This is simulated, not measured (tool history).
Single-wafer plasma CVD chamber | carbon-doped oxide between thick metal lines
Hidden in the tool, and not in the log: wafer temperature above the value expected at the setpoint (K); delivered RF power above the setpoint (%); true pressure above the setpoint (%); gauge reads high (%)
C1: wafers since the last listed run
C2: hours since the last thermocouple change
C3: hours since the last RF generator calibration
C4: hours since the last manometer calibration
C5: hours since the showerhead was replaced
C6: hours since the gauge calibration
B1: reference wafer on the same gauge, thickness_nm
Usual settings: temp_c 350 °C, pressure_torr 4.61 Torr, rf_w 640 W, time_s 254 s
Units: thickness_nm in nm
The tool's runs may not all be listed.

Run 1, day 0.000: usual settings but pressure_torr 5.35 Torr, rf_w 720 W; C1 0; C2 826.4; C3 1467.7; C4 1758.8; C5 2431.6; C6 536.3; B1 1279.867. Result: thickness_nm 1506.511 nm.
Run 2, day 1.942: usual settings but pressure_torr 5.35 Torr, rf_w 720 W; C1 333; C2 873.0; C3 1514.3; C4 1805.4; C5 2478.2; C6 582.9; B1 1279.692. Result: thickness_nm 1502.832 nm.
Run 3, day 3.962: usual settings; C1 347; C2 921.5; C3 1562.8; C4 1853.9; C5 2526.7; C6 631.4; B1 1280.296. Result: thickness_nm 1384.110 nm.
Run 4, day 6.104: usual settings; C1 368; C2 972.9; C3 1614.2; C4 1905.3; C5 2578.1; C6 682.8; B1 1279.837. Result: thickness_nm 1387.840 nm.
Run 5, day 7.250: usual settings; C1 196; C2 1000.4; C3 1641.7; C4 1932.8; C5 2605.6; C6 710.3; B1 1279.601. Result: thickness_nm 1383.630 nm.
Run 6, day 8.367: usual settings; C1 191; C2 1027.2; C3 1668.5; C4 1959.6; C5 2632.4; C6 737.1; B1 1280.293. Result: thickness_nm 1385.555 nm.
Run 7, day 10.412: usual settings; C1 351; C2 1076.3; C3 1717.6; C4 2008.7; C5 2681.5; C6 786.2; B1 1280.381. Result: thickness_nm 1383.050 nm.
Run 8, day 12.779: usual settings; C1 406; C2 1133.1; C3 1774.4; C4 2065.5; C5 2738.3; C6 843.0; B1 1279.443. Result: thickness_nm 1382.174 nm.
Run 9, day 15.650: usual settings; C1 493; C2 1202.0; C3 1843.3; C4 2134.4; C5 2807.2; C6 911.9; B1 1279.263. Result: thickness_nm 1384.671 nm.
Run 10, day 17.062: usual settings; C1 242; C2 1235.9; C3 1877.2; C4 2168.3; C5 2841.1; C6 945.8; B1 1278.762. Result: thickness_nm 1384.221 nm.
At day 18.442: showerhead replaced.
Run 11, day 18.462: usual settings but temp_c 340 °C, pressure_torr 5.26 Torr, rf_w 675 W, time_s 304 s; C1 183; C2 1269.5; C3 1910.8; C4 2201.9; C5 0.5; C6 979.4; B1 1278.714. Result: thickness_nm 1793.578 nm.
At day 18.646: gauge calibrated.
At day 19.504: RF generator calibrated.
Run 12, day 21.096: usual settings but rf_w 695 W, time_s 221 s; C1 395; C2 1332.7; C3 38.2; C4 2265.1; C5 63.7; C6 58.8; B1 1280.504. Result: thickness_nm 1258.487 nm.
Run 13, day 23.988: usual settings but temp_c 337 °C; C1 497; C2 1402.1; C3 107.6; C4 2334.5; C5 133.1; C6 128.2; B1 1279.430. Result: thickness_nm 1444.225 nm.
At day 24.896: capacitance manometer re-zeroed and calibrated.
At day 24.938: thermocouple changed; heater temperature recalibrated.
Run 14, day 25.046: usual settings; C1 117; C2 2.6; C3 133.0; C4 3.6; C5 158.5; C6 153.6; B1 1279.884. Result: thickness_nm 1385.424 nm.
Run 15, day 27.942: usual settings; C1 497; C2 72.1; C3 202.5; C4 73.1; C5 228.0; C6 223.1; B1 1281.517. Result: thickness_nm 1382.054 nm.
Run 16, day 29.162: usual settings; C1 209; C2 101.4; C3 231.8; C4 102.4; C5 257.3; C6 252.4; B1 1280.811. Result: thickness_nm 1387.172 nm.
Run 17, day 31.638: usual settings but temp_c 341 °C, pressure_torr 3.90 Torr, time_s 207 s; C1 425; C2 160.8; C3 291.2; C4 161.8; C5 316.7; C6 311.8; B1 1280.514. Result: thickness_nm 1132.356 nm.
Run 18, day 33.225: usual settings but temp_c 341 °C, pressure_torr 3.71 Torr, rf_w 725 W; C1 272; C2 198.9; C3 329.3; C4 199.9; C5 354.8; C6 349.9; B1 1280.454. Result: thickness_nm 1466.919 nm.
Run 19, day 35.842: usual settings but pressure_torr 4.17 Torr, rf_w 565 W; C1 449; C2 261.7; C3 392.1; C4 262.7; C5 417.6; C6 412.7; B1 1281.057. Result: thickness_nm 1279.022 nm.
Run 20, day 37.438: usual settings but temp_c 345 °C, pressure_torr 3.91 Torr, rf_w 715 W, time_s 298 s; C1 274; C2 300.0; C3 430.4; C4 301.0; C5 455.9; C6 451.0; B1 1280.383. Result: thickness_nm 1704.465 nm.
Run 21, day 38.742: usual settings but pressure_torr 5.21 Torr, time_s 285 s; C1 224; C2 331.3; C3 461.7; C4 332.3; C5 487.2; C6 482.3; B1 1279.389. Result: thickness_nm 1588.876 nm.

How the hidden state differs across the entries between the runs, from the last listed run before each to the first after it:
Between runs 10 and 11: showerhead replaced (day 18.442)
  no hidden state differs between the two runs
Between runs 11 and 12: gauge calibrated (day 18.646); RF generator calibrated (day 19.504)
  no hidden state differs between the two runs
Between runs 13 and 14: capacitance manometer re-zeroed and calibrated (day 24.896); thermocouple changed; heater temperature recalibrated (day 24.938)
  no hidden state differs between the two runs
